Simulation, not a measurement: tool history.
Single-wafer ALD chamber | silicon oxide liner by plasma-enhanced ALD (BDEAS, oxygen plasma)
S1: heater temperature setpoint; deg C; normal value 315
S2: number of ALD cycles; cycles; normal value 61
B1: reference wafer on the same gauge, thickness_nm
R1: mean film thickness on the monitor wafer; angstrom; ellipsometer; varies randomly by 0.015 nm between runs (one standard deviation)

Run 1, hour 0: usual settings but S1 323 deg C; B1 5.4. Result: R1 61.16 angstrom.
Run 2, hour 27.3: usual settings but S1 323 deg C; B1 5.395. Result: R1 60.69 angstrom.
Run 3, hour 53.8: usual settings; B1 5.395. Result: R1 61.58 angstrom.
Run 4, hour 78.1: usual settings; B1 5.399. Result: R1 61.64 angstrom.
Run 5, hour 95.8: usual settings; B1 5.402. Result: R1 61.56 angstrom.
Run 6, hour 118.5: usual settings; B1 5.403. Result: R1 61.36 angstrom.
Run 7, hour 133.4: usual settings; B1 5.397. Result: R1 61.45 angstrom.
Run 8, hour 153: usual settings; B1 5.402. Result: R1 61.48 angstrom.
Run 9, hour 174: usual settings; B1 5.398. Result: R1 61.6 angstrom.
Run 10, hour 209.6: usual settings; B1 5.401. Result: R1 61.81 angstrom.
Run 11, hour 227.3: usual settings; B1 5.395. Result: R1 61.38 angstrom.
Run 12, hour 256.1: usual settings but S1 310 deg C; B1 5.4. Result: R1 61.97 angstrom.
Run 13, hour 286.8: usual settings but S1 305 deg C, S2 65 cycles; B1 5.394. Result: R1 66.27 angstrom.
Run 14, hour 306.8: usual settings; B1 5.405. Result: R1 61.61 angstrom.
Run 15, hour 333: usual settings; B1 5.398. Result: R1 61.6 angstrom.
Run 16, hour 355.2: usual settings; B1 5.393. Result: R1 61.59 angstrom.
Run 17, hour 374.7: usual settings but S2 56 cycles; B1 5.405. Result: R1 56.69 angstrom.
Run 18, hour 399.7: usual settings; B1 5.394. Result: R1 61.82 angstrom.
Run 19, hour 407.8: usual settings but S1 310 deg C; B1 5.401. Result: R1 62 angstrom.
Run 20, hour 427.6: usual settings but S2 73 cycles; B1 5.403. Result: R1 73.38 angstrom.
Run 21, hour 454.9: usual settings but S1 326 deg C, S2 52 cycles; B1 5.406. Result: R1 51.75 angstrom.
Run 22, hour 489: usual settings; B1 5.401. Result: R1 61.47 angstrom.
Run 23, hour 505.1: usual settings but S1 328 deg C, S2 57 cycles; B1 5.398. Result: R1 56.65 angstrom.
Run 24, hour 523.7: usual settings but S1 301 deg C, S2 56 cycles; B1 5.401. Result: R1 57.82 angstrom.
Run 25, hour 558.1: usual settings but S1 327 deg C, S2 51 cycles; B1 5.399. Result: R1 50.62 angstrom.
Run 26, hour 572.2: usual settings but S1 303 deg C; B1 5.406. Result: R1 62.3 angstrom.
Run 27, hour 589.5: usual settings but S1 303 deg C, S2 68 cycles; B1 5.397. Result: R1 69.6 angstrom.
Run 28, hour 605.8: usual settings but S1 307 deg C, S2 55 cycles; B1 5.403. Result: R1 56.05 angstrom.
Run 29, hour 632.6: usual settings; B1 5.4. Result: R1 61.71 angstrom.

Not shown here: 2 entries made in the log between runs. Locate each between two listed runs and compare the hidden state at the listed run before it with the hidden state at the listed run after it:
After run 12, before run 13: gauge calibrated (hour 286.2)
  the hidden state is the same at both runs
After run 17, before run 18: thermocouple changed; heater temperature recalibrated (hour 399.2)
  the hidden state is the same at both runs
